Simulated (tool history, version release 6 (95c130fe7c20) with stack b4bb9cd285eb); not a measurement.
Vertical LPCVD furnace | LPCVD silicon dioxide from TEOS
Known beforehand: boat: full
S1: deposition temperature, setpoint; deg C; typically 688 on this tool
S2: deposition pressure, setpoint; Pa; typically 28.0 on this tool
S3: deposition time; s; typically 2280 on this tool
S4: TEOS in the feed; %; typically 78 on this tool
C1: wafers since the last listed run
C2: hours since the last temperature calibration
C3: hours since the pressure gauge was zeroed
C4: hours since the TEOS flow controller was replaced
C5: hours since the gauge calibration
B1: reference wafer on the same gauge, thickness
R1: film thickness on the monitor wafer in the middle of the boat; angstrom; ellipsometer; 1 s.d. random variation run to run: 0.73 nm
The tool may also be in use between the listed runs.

run	hour	S1	S2	S3	S4	C1	C2	C3	C4	C5	B1	R1
1	0.0	688	28.0	2280	90	0	2510.9	3344.2	6253.3	362.5	202.08	2265.9
2	14.2	688	28.0	1860	78	220	2525.1	3358.4	6267.5	376.7	202.21	1722.1
3	40.9	688	28.0	1860	78	414	2551.8	3385.1	6294.2	403.4	202.14	1738.1
4	76.4	688	22.7	2280	90	551	2587.3	3420.6	6329.7	438.9	202.35	2039.7
5	88.7	688	28.0	2280	78	191	2599.6	3432.9	6342.0	451.2	202.38	2109.5
6	119.1	688	28.0	2280	78	472	2630.0	3463.3	6372.4	481.6	201.96	2108.3
7	138.0	688	28.0	2280	78	293	2648.9	3482.2	6391.3	500.5	201.84	2117.3
8	157.3	688	24.7	2280	78	299	2668.2	3501.5	6410.6	519.8	201.87	1992.9
9	185.2	688	24.7	2280	78	433	2696.1	3529.4	6438.5	547.7	202.33	1980.3
10	206.4	688	24.7	2280	78	329	2717.3	3550.6	6459.7	568.9	202.07	1995.9
11	248.7	688	28.0	2760	85	656	2759.6	3592.9	6502.0	611.2	202.10	2674.6
12	282.9	688	28.0	2280	78	531	2793.8	3627.1	6536.2	645.4	201.84	2118.4
13	313.8	688	28.0	2280	78	479	2824.7	3658.0	6567.1	676.3	201.71	2115.2
# hour 338.8: thermocouples replaced and temperature profile calibrated
14	411.7	688	28.0	2280	78	1147	72.9	3755.9	6665.0	774.2	202.00	1915.1
15	435.9	694	28.0	2280	78	375	97.1	3780.1	6689.2	798.4	201.79	2232.8
16	460.1	688	24.0	2280	65	375	121.3	3804.3	6713.4	822.6	202.07	1638.9
# hour 501.6: TEOS flow controller replaced
17	502.1	699	31.3	1770	78	279	163.3	3846.3	0.5	864.6	201.97	2063.1
18	568.6	696	28.0	2280	91	1032	229.8	3912.8	67.0	931.1	202.21	2563.1
19	593.2	688	28.0	1800	63	382	254.4	3937.4	91.6	955.7	201.68	1376.7
# hour 601.7: gauge calibrated
20	605.3	694	32.7	1920	93	187	266.5	3949.5	103.7	3.6	202.07	2243.3
21	621.2	688	28.0	2280	78	246	282.4	3965.4	119.6	19.5	202.13	1963.6
22	652.7	688	28.0	2280	78	489	313.9	3996.9	151.1	51.0	202.17	1960.8
# hour 690.7: pressure gauge zeroed
23	691.2	688	26.0	2970	78	225	352.4	0.5	189.6	89.5	201.56	2464.7
24	713.2	694	24.0	3000	65	341	374.4	22.5	211.6	111.5	202.49	2520.8
25	741.7	681	28.0	2280	93	442	402.9	51.0	240.1	140.0	202.02	1834.5
26	768.2	695	23.3	2280	78	411	429.4	77.5	266.6	166.5	201.75	2134.8
27	821.4	699	28.0	2970	78	826	482.6	130.7	319.8	219.7	201.88	3350.4
28	834.8	688	28.0	2280	78	208	496.0	144.1	333.2	233.1	202.19	1979.3
29	855.9	688	28.0	2280	78	327	517.1	165.2	354.3	254.2	201.91	1999.5
30	884.0	688	22.7	2940	78	436	545.2	193.3	382.4	282.3	201.87	2319.0

What if the next run were any one of these 5? Each begins from the tool's condition after run 30:
A	888.7	688	28.0	2280	78	72	549.9	198.0	387.1	287.0	?	?
B	888.7	697	34.7	2640	78	72	549.9	198.0	387.1	287.0	?	?
C	888.7	688	28.0	1650	87	72	549.9	198.0	387.1	287.0	?	?
D	888.7	679	28.0	2280	78	72	549.9	198.0	387.1	287.0	?	?
E	888.7	695	28.0	2280	78	72	549.9	198.0	387.1	287.0	?	?

run	B1	R1
A	202.45	1989.0
B	202.45	3167.3
C	202.45	1520.2
D	202.45	1602.8
E	202.45	2346.1
With the hidden condition removed and each run's random variation left untouched, the same runs would have given:
run	R1
A	1906.0
B	3037.4
C	1456.7
D	1534.6
E	2249.5
